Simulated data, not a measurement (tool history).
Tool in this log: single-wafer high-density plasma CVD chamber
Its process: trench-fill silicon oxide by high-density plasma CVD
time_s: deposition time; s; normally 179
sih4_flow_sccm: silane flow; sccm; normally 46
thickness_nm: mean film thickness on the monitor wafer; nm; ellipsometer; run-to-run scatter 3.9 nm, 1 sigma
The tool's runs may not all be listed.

run	hour	time_s	sih4_flow_sccm	wafers since the last listed run	hours since the silane flow controller was replaced	hours since the gauge calibration	read-back reference wafer on the same gauge, thickness_nm	thickness_nm
1	0	179	46	0	1309.8	477	750.488	811.878
2	71.8	179	46	633	1381.6	548.8	750.509	814.408
3	275.9	179	46	1800	1585.7	752.9	753.038	817.388
4	324.5	179	46	428	1634.3	801.5	750.711	816.964
5	380	179	46	489	1689.8	857	750.82	820.122
6	422.7	179	46	376	1732.5	899.7	749.632	815.54
7	490.2	179	46	595	1800	967.2	750.81	819.759
8	550.1	179	46	528	1859.9	1027.1	748.962	810.687
9	581.3	179	46	275	1891.1	1058.3	752.991	819.685
10	618.1	179	46	324	1927.9	1095.1	751.506	821.811
# hour 641.4: silane flow controller replaced
11	649.4	179	46	205	8	1126.4	751.338	799.254
12	707.8	179	46	515	66.4	1184.8	751.724	800.246
13	771	168	46	557	129.6	1248	750.479	747.039
14	806.1	215	54	309	164.7	1283.1	751.599	1091.178
15	862.4	195	46	496	221	1339.4	750.668	874.265
16	907.1	144	39	394	265.7	1384.1	751.171	569.534
17	963.4	179	46	496	322	1440.4	751.933	801.491
18	1016.1	179	46	464	374.7	1493.1	751.144	798.184
19	1204	179	46	1657	562.6	1681	751.016	806.187
# hour 1248.3: gauge calibrated
20	1267.6	146	42	561	626.2	19.3	751.231	606.383
21	1313.5	179	46	404	672.1	65.2	749.599	796.686
22	1350.7	203	46	328	709.3	102.4	751.168	912.26
23	1395.4	179	46	394	754	147.1	752.735	807.042
24	1446.1	196	46	447	804.7	197.8	751.002	883.553
25	1491.8	161	41	403	850.4	243.5	752.159	664.55
26	1562.7	150	51	625	921.3	314.4	751.615	739.456
27	1603.7	179	50	361	962.3	355.4	750.841	866.119

Run by run, hidden condition taken away, random variation retained:
Hidden conditions of the tool in this case: delivered silane flow above the setpoint (%); gauge reads high (%).
run	thickness_nm
1	795.675
2	797.346
3	797.964
4	797.005
5	799.461
6	794.517
7	797.871
8	788.378
9	796.78
10	798.436
11	799.896
12	800.216
13	746.33
14	1089.591
15	872.287
16	567.88
17	798.516
18	794.62
19	800.429
20	601.504
21	789.757
22	903.845
23	799.088
24	874.211
25	657.096
26	730.423
27	855.039
